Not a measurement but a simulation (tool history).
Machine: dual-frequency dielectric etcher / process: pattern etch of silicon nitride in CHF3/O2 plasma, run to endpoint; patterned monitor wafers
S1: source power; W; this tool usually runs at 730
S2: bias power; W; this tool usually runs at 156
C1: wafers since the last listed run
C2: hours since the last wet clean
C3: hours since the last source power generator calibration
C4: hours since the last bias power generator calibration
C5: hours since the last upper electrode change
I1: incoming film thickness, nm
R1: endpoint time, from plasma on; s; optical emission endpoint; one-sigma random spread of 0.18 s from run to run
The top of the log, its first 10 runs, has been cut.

| run | hour | S1 | S2 | C1 | C2 | C3 | C4 | C5 | I1 | R1 |
|---|---|---|---|---|---|---|---|---|---|---|
|  | 737.9 | wet clean of the chamber |
| 11 | 772 | 770 | 156 | 704 | 34.1 | 2334.6 | 3783.2 | 4255.2 | 76.3 | 49.7 |
|  | 803.6 | source power generator calibrated |
|  | 829 | bias power generator calibrated |
| 12 | 856.4 | 850 | 172 | 645 | 118.5 | 52.8 | 27.4 | 4339.6 | 76.7 | 47.5 |
|  | 956.2 | upper electrode replaced |
| 13 | 956.7 | 850 | 172 | 644 | 218.8 | 153.1 | 127.7 | 0.5 | 76.9 | 47.9 |
| 14 | 1004.5 | 730 | 156 | 404 | 266.6 | 200.9 | 175.5 | 48.3 | 76.7 | 51.4 |
| 15 | 1082.1 | 730 | 156 | 655 | 344.2 | 278.5 | 253.1 | 125.9 | 76.9 | 52 |
| 16 | 1129.3 | 730 | 156 | 398 | 391.4 | 325.7 | 300.3 | 173.1 | 76.7 | 51.8 |
| 17 | 1188.9 | 610 | 193 | 503 | 451 | 385.3 | 359.9 | 232.7 | 77.7 | 53.1 |
| 18 | 1281.9 | 650 | 120 | 786 | 544 | 478.3 | 452.9 | 325.7 | 76.4 | 56.7 |
|  | 1352.2 | wet clean of the chamber |
| 19 | 1352.7 | 880 | 189 | 395 | 0.5 | 549.1 | 523.7 | 396.5 | 76.4 | 45.6 |
| 20 | 1368.9 | 730 | 156 | 136 | 16.7 | 565.3 | 539.9 | 412.7 | 76.9 | 51.3 |
| 21 | 1474.2 | 660 | 137 | 890 | 122 | 670.6 | 645.2 | 518 | 77.1 | 54.8 |
| 22 | 1566.8 | 730 | 156 | 782 | 214.6 | 763.2 | 737.8 | 610.6 | 76.2 | 51.2 |
| 23 | 1643.3 | 810 | 121 | 646 | 291.1 | 839.7 | 814.3 | 687.1 | 76.6 | 52.5 |
| 24 | 1725.6 | 630 | 188 | 695 | 373.4 | 922 | 896.6 | 769.4 | 77 | 52.2 |
| 25 | 1766 | 840 | 170 | 341 | 413.8 | 962.4 | 937 | 809.8 | 76.9 | 48.6 |
| 26 | 1871.4 | 860 | 125 | 890 | 519.2 | 1067.8 | 1042.4 | 915.2 | 76.5 | 51.5 |
|  | 1943 | wet clean of the chamber |
| 27 | 1943.5 | 670 | 168 | 406 | 0.5 | 1139.9 | 1114.5 | 987.3 | 76.4 | 51.3 |
| 28 | 1997.4 | 580 | 156 | 455 | 54.4 | 1193.8 | 1168.4 | 1041.2 | 77.1 | 55.4 |
| 29 | 2069.2 | 780 | 179 | 606 | 126.2 | 1265.6 | 1240.2 | 1113 | 76.5 | 48.7 |
| 30 | 2138.6 | 730 | 122 | 586 | 195.6 | 1335 | 1309.6 | 1182.4 | 75.9 | 54 |
| 31 | 2211.7 | 800 | 156 | 617 | 268.7 | 1408.1 | 1382.7 | 1255.5 | 76.6 | 49.9 |
| 32 | 2268.7 | 730 | 156 | 481 | 325.7 | 1465.1 | 1439.7 | 1312.5 | 77.1 | 51.9 |
| 33 | 2339.4 | 670 | 156 | 597 | 396.4 | 1535.8 | 1510.4 | 1383.2 | 76.4 | 53.2 |
| 34 | 2396.1 | 800 | 156 | 479 | 453.1 | 1592.5 | 1567.1 | 1439.9 | 76.7 | 50.3 |
| 35 | 2484.6 | 730 | 117 | 748 | 541.6 | 1681 | 1655.6 | 1528.4 | 76.7 | 55.1 |

Below are 4 alternative next runs, each starting from the tool's condition after run 35. Predict each:
| A | 2485 | 730 | 141 | 3 | 542 | 1681.4 | 1656 | 1528.8 | 76.7 | ? |
| B | 2485 | 860 | 146 | 3 | 542 | 1681.4 | 1656 | 1528.8 | 76.7 | ? |
| C | 2485 | 910 | 156 | 3 | 542 | 1681.4 | 1656 | 1528.8 | 76.7 | ? |
| D | 2485 | 730 | 123 | 3 | 542 | 1681.4 | 1656 | 1528.8 | 76.7 | ? |

| run | R1 |
|---|---|
| A | 53.7 |
| B | 50.4 |
| C | 48.7 |
| D | 55.3 |
Stripped of hidden state, with their random variation kept, the same runs would have yielded:
| run | R1 |
|---|---|
| A | 52.6 |
| B | 49.4 |
| C | 47.7 |
| D | 54.2 |
